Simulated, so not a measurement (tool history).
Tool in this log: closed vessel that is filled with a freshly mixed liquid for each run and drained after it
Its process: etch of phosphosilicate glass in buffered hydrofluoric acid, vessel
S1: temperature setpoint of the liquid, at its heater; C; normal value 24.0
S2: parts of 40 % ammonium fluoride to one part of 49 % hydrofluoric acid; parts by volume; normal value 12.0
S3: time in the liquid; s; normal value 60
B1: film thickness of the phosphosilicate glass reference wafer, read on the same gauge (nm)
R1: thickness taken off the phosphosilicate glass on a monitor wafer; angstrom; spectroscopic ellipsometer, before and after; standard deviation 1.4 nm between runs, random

run 1 hour=0.0 | S1=24.0 S2=12.0 S3=60 | B1=60.01 | R1=2922.4
run 2 hour=21.3 | S1=24.0 S2=12.0 S3=60 | B1=60.01 | R1=2931.5
run 3 hour=33.6 | S1=24.0 S2=12.0 S3=60 | B1=59.99 | R1=2915.8
run 4 hour=46.3 | S1=24.0 S2=12.0 S3=60 | B1=59.97 | R1=2932.9
run 5 hour=68.5 | S1=24.0 S2=12.0 S3=35 | B1=59.99 | R1=1698.2
run 6 hour=90.1 | S1=24.0 S2=12.0 S3=60 | B1=59.97 | R1=2928.5
run 7 hour=119.6 | S1=24.0 S2=12.0 S3=60 | B1=60.00 | R1=2917.0
run 8 hour=149.0 | S1=24.0 S2=12.0 S3=60 | B1=59.99 | R1=2921.6
run 9 hour=171.5 | S1=27.5 S2=12.0 S3=45 | B1=60.06 | R1=2635.9
-- hour=194.9 hydrofluoric acid flow meter replaced
run 10 hour=251.5 | S1=24.0 S2=12.0 S3=60 | B1=60.01 | R1=2929.7
run 11 hour=271.8 | S1=24.0 S2=10.5 S3=50 | B1=59.99 | R1=2798.6
run 12 hour=306.3 | S1=24.0 S2=12.0 S3=60 | B1=60.04 | R1=2946.3
run 13 hour=330.8 | S1=24.0 S2=12.0 S3=90 | B1=60.01 | R1=4431.6
run 14 hour=366.9 | S1=21.5 S2=13.5 S3=60 | B1=60.01 | R1=2316.2
run 15 hour=389.3 | S1=24.0 S2=12.0 S3=60 | B1=59.96 | R1=2950.3
-- hour=393.2 gauge calibrated
run 16 hour=401.4 | S1=27.0 S2=12.0 S3=40 | B1=60.00 | R1=2309.0
run 17 hour=413.5 | S1=24.0 S2=12.0 S3=60 | B1=59.99 | R1=2975.9
run 18 hour=425.6 | S1=24.0 S2=8.0 S3=60 | B1=59.96 | R1=4313.1
run 19 hour=525.7 | S1=24.0 S2=12.0 S3=60 | B1=60.00 | R1=2990.6
-- hour=532.7 thermometer replaced
run 20 hour=553.3 | S1=24.0 S2=7.5 S3=45 | B1=59.96 | R1=3350.2
run 21 hour=581.4 | S1=24.0 S2=13.0 S3=60 | B1=60.02 | R1=2674.9
run 22 hour=611.6 | S1=24.0 S2=12.0 S3=60 | B1=60.02 | R1=2902.1
run 23 hour=627.6 | S1=24.0 S2=12.0 S3=60 | B1=60.00 | R1=2886.5
run 24 hour=644.4 | S1=24.0 S2=7.5 S3=45 | B1=60.00 | R1=3397.8
run 25 hour=660.6 | S1=20.0 S2=7.5 S3=50 | B1=59.99 | R1=3011.3
run 26 hour=687.3 | S1=20.0 S2=14.0 S3=30 | B1=59.99 | R1=1001.4
run 27 hour=715.8 | S1=24.0 S2=16.5 S3=90 | B1=60.03 | R1=3188.3
run 28 hour=749.8 | S1=24.0 S2=10.5 S3=60 | B1=60.03 | R1=3323.1
run 29 hour=784.7 | S1=28.0 S2=12.0 S3=70 | B1=60.00 | R1=4239.3
run 30 hour=810.4 | S1=27.5 S2=12.0 S3=40 | B1=60.00 | R1=2336.1
run 31 hour=842.0 | S1=27.5 S2=15.0 S3=40 | B1=59.98 | R1=1892.8
run 32 hour=858.0 | S1=20.0 S2=13.5 S3=80 | B1=60.02 | R1=2789.7
run 33 hour=873.1 | S1=24.0 S2=12.0 S3=60 | B1=59.98 | R1=2921.3

Pick out some run-to-run changes in R1. Of each, how much would a tool without hidden state show as well, from the settings, what came in and chance, and how much is left for the hidden state and any gauge scatter not in both results compared?
The tool's hidden condition here consists of: liquid hotter than its thermometer reads (K); hydrofluoric acid flow above the setpoint (%); gauge reads high (%).
Run 12 -> 13: S3 60 -> 90. R1 +1485.3 angstrom: hidden state +45.4, all else +1439.9.
Run 13 -> 14: S1 24.0 -> 21.5, S2 12.0 -> 13.5, S3 90 -> 60. R1 -2115.4 angstrom: hidden state -55.4, all else -2060.0.
Run 19 -> 20: S2 12.0 -> 7.5, S3 60 -> 45, thermometer replaced. R1 +359.6 angstrom: hidden state -106.3, all else +465.9.
Run 25 -> 26: S2 7.5 -> 14.0, S3 50 -> 30. R1 -2009.9 angstrom: hidden state -12.4, all else -1997.5.
Run 26 -> 27: S1 20.0 -> 24.0, S2 14.0 -> 16.5, S3 30 -> 90. R1 +2186.9 angstrom: hidden state +21.7, all else +2165.2.
